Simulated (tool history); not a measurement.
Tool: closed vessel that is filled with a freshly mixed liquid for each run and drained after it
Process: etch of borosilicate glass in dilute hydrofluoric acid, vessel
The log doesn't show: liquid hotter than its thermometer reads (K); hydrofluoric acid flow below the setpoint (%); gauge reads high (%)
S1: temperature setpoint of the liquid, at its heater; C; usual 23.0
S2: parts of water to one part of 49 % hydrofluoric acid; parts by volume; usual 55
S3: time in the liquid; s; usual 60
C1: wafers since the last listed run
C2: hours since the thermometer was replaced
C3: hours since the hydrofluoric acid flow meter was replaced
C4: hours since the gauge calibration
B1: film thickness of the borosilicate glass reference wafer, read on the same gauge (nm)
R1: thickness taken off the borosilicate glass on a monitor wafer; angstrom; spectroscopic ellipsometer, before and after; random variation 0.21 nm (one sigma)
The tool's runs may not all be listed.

run 1 day=0.000 | S1=21.5 S2=55 S3=45 | C1=0 C2=1718.6 C3=353.4 C4=271.8 | B1=29.81 | R1=209.7
run 2 day=1.696 | S1=21.5 S2=55 S3=45 | C1=4870 C2=1759.3 C3=394.1 C4=312.5 | B1=29.76 | R1=210.9
run 3 day=3.438 | S1=21.5 S2=55 S3=45 | C1=5001 C2=1801.1 C3=435.9 C4=354.3 | B1=29.72 | R1=207.2
-- day=3.692 hydrofluoric acid flow meter replaced
run 4 day=4.454 | S1=23.0 S2=40 S3=60 | C1=2800 C2=1825.5 C3=18.3 C4=378.7 | B1=29.69 | R1=411.8
run 5 day=5.479 | S1=23.0 S2=55 S3=75 | C1=2943 C2=1850.1 C3=42.9 C4=403.3 | B1=29.66 | R1=372.2
run 6 day=8.150 | S1=23.0 S2=55 S3=75 | C1=7670 C2=1914.2 C3=107.0 C4=467.4 | B1=29.58 | R1=367.6
run 7 day=10.333 | S1=23.0 S2=55 S3=75 | C1=6270 C2=1966.6 C3=159.4 C4=519.8 | B1=29.51 | R1=369.1
run 8 day=11.617 | S1=23.0 S2=55 S3=60 | C1=3685 C2=1997.4 C3=190.2 C4=550.6 | B1=29.46 | R1=295.3
run 9 day=14.379 | S1=23.0 S2=55 S3=60 | C1=7933 C2=2063.7 C3=256.5 C4=616.9 | B1=29.35 | R1=292.3
run 10 day=15.758 | S1=23.0 S2=55 S3=75 | C1=3960 C2=2096.8 C3=289.6 C4=650.0 | B1=29.29 | R1=367.6
run 11 day=18.225 | S1=23.0 S2=55 S3=90 | C1=7083 C2=2156.0 C3=348.8 C4=709.2 | B1=29.17 | R1=435.6
-- day=20.504 hydrofluoric acid flow meter replaced
run 12 day=20.929 | S1=26.5 S2=75 S3=70 | C1=7646 C2=2220.9 C3=10.2 C4=774.1 | B1=29.04 | R1=274.1
-- day=21.142 gauge calibrated
run 13 day=22.212 | S1=23.0 S2=55 S3=75 | C1=3685 C2=2251.7 C3=41.0 C4=25.7 | B1=30.05 | R1=376.1
-- day=24.396 thermometer replaced
run 14 day=24.808 | S1=26.0 S2=30 S3=30 | C1=7335 C2=9.9 C3=103.3 C4=88.0 | B1=30.03 | R1=322.6
run 15 day=26.200 | S1=20.5 S2=55 S3=60 | C1=3996 C2=43.3 C3=136.7 C4=121.4 | B1=30.02 | R1=271.0
run 16 day=28.592 | S1=27.5 S2=55 S3=60 | C1=6868 C2=100.7 C3=194.1 C4=178.8 | B1=29.99 | R1=361.7
run 17 day=30.679 | S1=23.0 S2=45 S3=40 | C1=5995 C2=150.8 C3=244.2 C4=228.9 | B1=29.98 | R1=245.4
run 18 day=32.271 | S1=25.5 S2=75 S3=35 | C1=4571 C2=189.0 C3=282.4 C4=267.1 | B1=29.93 | R1=136.4
run 19 day=34.604 | S1=23.0 S2=55 S3=75 | C1=6701 C2=245.0 C3=338.4 C4=323.1 | B1=29.89 | R1=372.9

Hidden state or all else? Some run-to-run changes of R1, split into what the settings, what came in and random variation would give without the hidden state, and what is left for the hidden state (with any gauge scatter that isn't in both results):
Run 12 -> 13: S1 26.5 -> 23.0, S2 75 -> 55, S3 70 -> 75, gauge calibrated. R1 +102.0 angstrom: hidden state +9.7, all else +92.3.
Run 18 -> 19: S1 25.5 -> 23.0, S2 75 -> 55, S3 35 -> 75. R1 +236.5 angstrom: hidden state -1.1, all else +237.6.
